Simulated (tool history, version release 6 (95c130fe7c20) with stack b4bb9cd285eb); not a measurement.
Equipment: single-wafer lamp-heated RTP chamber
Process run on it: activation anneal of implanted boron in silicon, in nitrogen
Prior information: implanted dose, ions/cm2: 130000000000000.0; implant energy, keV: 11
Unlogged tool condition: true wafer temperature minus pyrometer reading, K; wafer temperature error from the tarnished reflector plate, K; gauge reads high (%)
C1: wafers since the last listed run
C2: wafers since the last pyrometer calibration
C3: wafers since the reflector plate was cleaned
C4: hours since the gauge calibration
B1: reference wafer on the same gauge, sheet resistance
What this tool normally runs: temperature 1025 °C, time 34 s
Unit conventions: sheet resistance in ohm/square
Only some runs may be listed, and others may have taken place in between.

run 1 hour=0.0 | temperature=1042 time=34 | C1=0 C2=217 C3=1242 C4=356.1 | B1=540.89 | sheet_resistance=662.47
run 2 hour=20.7 | temperature=1025 time=34 | C1=173 C2=390 C3=1415 C4=376.8 | B1=540.67 | sheet_resistance=663.74
run 3 hour=53.0 | temperature=1025 time=26 | C1=270 C2=660 C3=1685 C4=409.1 | B1=540.61 | sheet_resistance=665.81
run 4 hour=87.2 | temperature=1025 time=26 | C1=286 C2=947 C3=1972 C4=443.3 | B1=540.37 | sheet_resistance=664.26
run 5 hour=119.5 | temperature=1025 time=34 | C1=270 C2=1217 C3=2242 C4=475.6 | B1=540.14 | sheet_resistance=664.61
run 6 hour=133.5 | temperature=1025 time=34 | C1=117 C2=1334 C3=2359 C4=489.6 | B1=540.05 | sheet_resistance=662.74
run 7 hour=164.4 | temperature=1025 time=34 | C1=258 C2=1593 C3=2618 C4=520.5 | B1=539.97 | sheet_resistance=662.60
-- hour=183.8 reflector plate cleaned
run 8 hour=184.3 | temperature=1025 time=34 | C1=99 C2=1693 C3=3 C4=540.4 | B1=540.06 | sheet_resistance=662.95
run 9 hour=198.6 | temperature=1025 time=34 | C1=119 C2=1813 C3=123 C4=554.7 | B1=539.75 | sheet_resistance=663.46
run 10 hour=219.8 | temperature=1025 time=34 | C1=177 C2=1990 C3=301 C4=575.9 | B1=539.96 | sheet_resistance=663.35
-- hour=248.2 gauge calibrated
run 11 hour=255.7 | temperature=1025 time=18 | C1=300 C2=2291 C3=601 C4=7.5 | B1=550.08 | sheet_resistance=679.38
run 12 hour=276.7 | temperature=1025 time=34 | C1=175 C2=2467 C3=777 C4=28.5 | B1=549.14 | sheet_resistance=674.21
run 13 hour=309.2 | temperature=1025 time=34 | C1=272 C2=2739 C3=1049 C4=61.0 | B1=547.49 | sheet_resistance=672.77
run 14 hour=340.3 | temperature=1025 time=34 | C1=260 C2=2999 C3=1310 C4=92.1 | B1=546.65 | sheet_resistance=672.76
run 15 hour=369.5 | temperature=1025 time=34 | C1=244 C2=3244 C3=1554 C4=121.3 | B1=545.78 | sheet_resistance=671.08
run 16 hour=398.7 | temperature=1041 time=50 | C1=244 C2=3488 C3=1799 C4=150.5 | B1=544.67 | sheet_resistance=665.97
run 17 hour=411.6 | temperature=1025 time=34 | C1=108 C2=3596 C3=1907 C4=163.4 | B1=544.52 | sheet_resistance=667.45
-- hour=424.3 pyrometer window cleaned and pyrometer calibrated
run 18 hour=441.7 | temperature=1025 time=50 | C1=185 C2=145 C3=2092 C4=193.5 | B1=543.78 | sheet_resistance=665.79
run 19 hour=455.9 | temperature=1025 time=41 | C1=118 C2=264 C3=2211 C4=207.7 | B1=543.65 | sheet_resistance=666.85
run 20 hour=474.3 | temperature=1025 time=34 | C1=154 C2=418 C3=2365 C4=226.1 | B1=543.27 | sheet_resistance=667.76
run 21 hour=494.2 | temperature=1025 time=34 | C1=166 C2=585 C3=2531 C4=246.0 | B1=542.84 | sheet_resistance=666.61
run 22 hour=508.1 | temperature=1015 time=46 | C1=116 C2=701 C3=2648 C4=259.9 | B1=542.71 | sheet_resistance=665.59
-- hour=532.1 reflector plate cleaned
run 23 hour=532.5 | temperature=1025 time=18 | C1=137 C2=839 C3=3 C4=284.3 | B1=542.45 | sheet_resistance=669.10
run 24 hour=547.6 | temperature=1045 time=47 | C1=126 C2=965 C3=129 C4=299.4 | B1=542.45 | sheet_resistance=661.85
run 25 hour=578.9 | temperature=1025 time=34 | C1=262 C2=1227 C3=391 C4=330.7 | B1=542.33 | sheet_resistance=666.06
run 26 hour=598.6 | temperature=1046 time=21 | C1=164 C2=1392 C3=556 C4=350.4 | B1=541.79 | sheet_resistance=666.41
run 27 hour=611.2 | temperature=1046 time=53 | C1=105 C2=1498 C3=662 C4=363.0 | B1=541.71 | sheet_resistance=662.15
run 28 hour=627.0 | temperature=1049 time=43 | C1=132 C2=1630 C3=794 C4=378.8 | B1=541.97 | sheet_resistance=660.83
run 29 hour=640.3 | temperature=1025 time=34 | C1=111 C2=1741 C3=905 C4=392.1 | B1=541.42 | sheet_resistance=665.71
run 30 hour=671.4 | temperature=1025 time=34 | C1=260 C2=2002 C3=1166 C4=423.2 | B1=541.29 | sheet_resistance=665.76
run 31 hour=697.3 | temperature=1025 time=21 | C1=216 C2=2219 C3=1383 C4=449.1 | B1=541.16 | sheet_resistance=665.77
-- hour=724.8 gauge calibrated
run 32 hour=730.8 | temperature=1013 time=42 | C1=280 C2=2499 C3=1663 C4=6.0 | B1=548.70 | sheet_resistance=675.11
run 33 hour=765.9 | temperature=1025 time=34 | C1=293 C2=2793 C3=1957 C4=41.1 | B1=546.84 | sheet_resistance=671.30

Run 34 comes next. What will it give?
run 34 hour=782.0 | temperature=1000 time=21 | C1=134 C2=2928 C3=2092 C4=57.2 | B1=? | sheet_resistance=?

{"run 34": {"B1": 546.04, "sheet resistance": 674.54}}
The same run, on a tool lacking any hidden state, would have yielded sheet resistance 679.44 ohm/square.
